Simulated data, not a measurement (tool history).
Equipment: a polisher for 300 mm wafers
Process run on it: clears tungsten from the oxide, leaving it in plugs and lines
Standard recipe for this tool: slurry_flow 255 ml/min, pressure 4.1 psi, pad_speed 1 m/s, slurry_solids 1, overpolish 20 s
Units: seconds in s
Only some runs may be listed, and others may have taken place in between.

run     day  slurry_flow  pressure  pad_speed  slurry_solids  overpolish  incoming thickness of the incoming film, nm  seconds
  1       0          255       4.1          1              1          20                                        538.4     80.1
      3.575  -- head pressure recalibrated
  2   4.238          255       4.1          1              1          20                                        550.5     91.5
      4.879  -- slurry blender recalibrated
  3   8.675          255       4.9          1              1          20                                        544.7     74.4
  4  12.496          255       4.9          1              1          20                                        545.2     73.9
  5  14.312          255       4.9          1              1          20                                        534.7     71.5
  6  16.321          255       4.1          1              1          12                                        540.7       86
  7  19.258          255       4.1          1              1          20                                        541.6     83.9
  8    20.8          255       4.1          1              1          20                                        532.6     82.5
     21.721  -- slurry tank refilled with fresh slurry and peroxide
  9  24.704          255       4.1          1            1.1          20                                        547.4     83.4
     25.775  -- worn pad replaced by a new one
     27.204  -- slurry blender recalibrated
       27.3  -- slurry nozzle cleaned
 10  27.812          325       4.1        0.9              1          20                                        538.6     91.8
 11  29.325          255       4.1        0.7           1.15          20                                        542.3    116.8
 12  32.612          210       4.1          1              1          29                                        542.9     86.9
 13  34.667          255       4.1       1.14            1.1          20                                        542.2     71.7
 14  37.925          255       2.9       1.34              1          25                                        536.2     82.1
 15  39.679          255       2.7        1.1              1          23                                        543.7    109.4
 16  43.962          175         5          1              1          20                                        538.8     70.3
     44.796  -- slurry tank refilled with fresh slurry and peroxide
     45.379  -- worn pad replaced by a new one
 17  47.779          255       4.1          1              1          20                                        547.5     82.6
     49.279  -- slurry blender recalibrated
 18  50.992          295       4.1          1            1.2           9                                        546.7     77.8
     51.238  -- head pressure recalibrated
 19    53.9          255       4.1          1            1.2          20                                        535.1     83.2
 20  55.917          255       4.1          1              1          20                                        535.6       85
 21  60.054          255       4.1          1              1          20                                        540.7       85
     66.279  -- worn pad replaced by a new one
     68.142  -- slurry nozzle cleaned
     69.496  -- slurry tank refilled with fresh slurry and peroxide
     69.542  -- slurry blender recalibrated
 22  70.588          255       4.1          1            1.3          23                                        542.7     75.9
 23   74.35          255       4.1          1              1          12                                        552.5     85.8
 24  78.525          255       4.1          1              1           9                                        541.3     81.6
 25  80.075          255       4.1          1              1          20                                        538.2     80.6

For each run, the measured value with the value that run would have given without the tool's hidden condition subtracted. The run-to-run variation is shared by both, the gauge scatter possibly not:
What the log doesn't record here: removal rate lost through wear of the pad, %; slurry flow missing at the pad, %; deviation of the head's pressure from its setpoint, %; abrasive missing from the slurry, %; peroxide lost from the slurry, %.
run  seconds
  1       -8
  2     +1.4
  3     -0.8
  4     -2.1
  5     -2.5
  6     -3.7
  7     -4.3
  8     -4.6
  9     -5.4
 10     -6.3
 11     -8.4
 12     -6.6
 13     -5.6
 14     -6.7
 15       -9
 16     -6.1
 17     -7.2
 18     -6.9
 19     -2.1
 20       -3
 21     -4.7
 22     -6.7
 23     -8.2
 24     -8.3
 25     -8.4
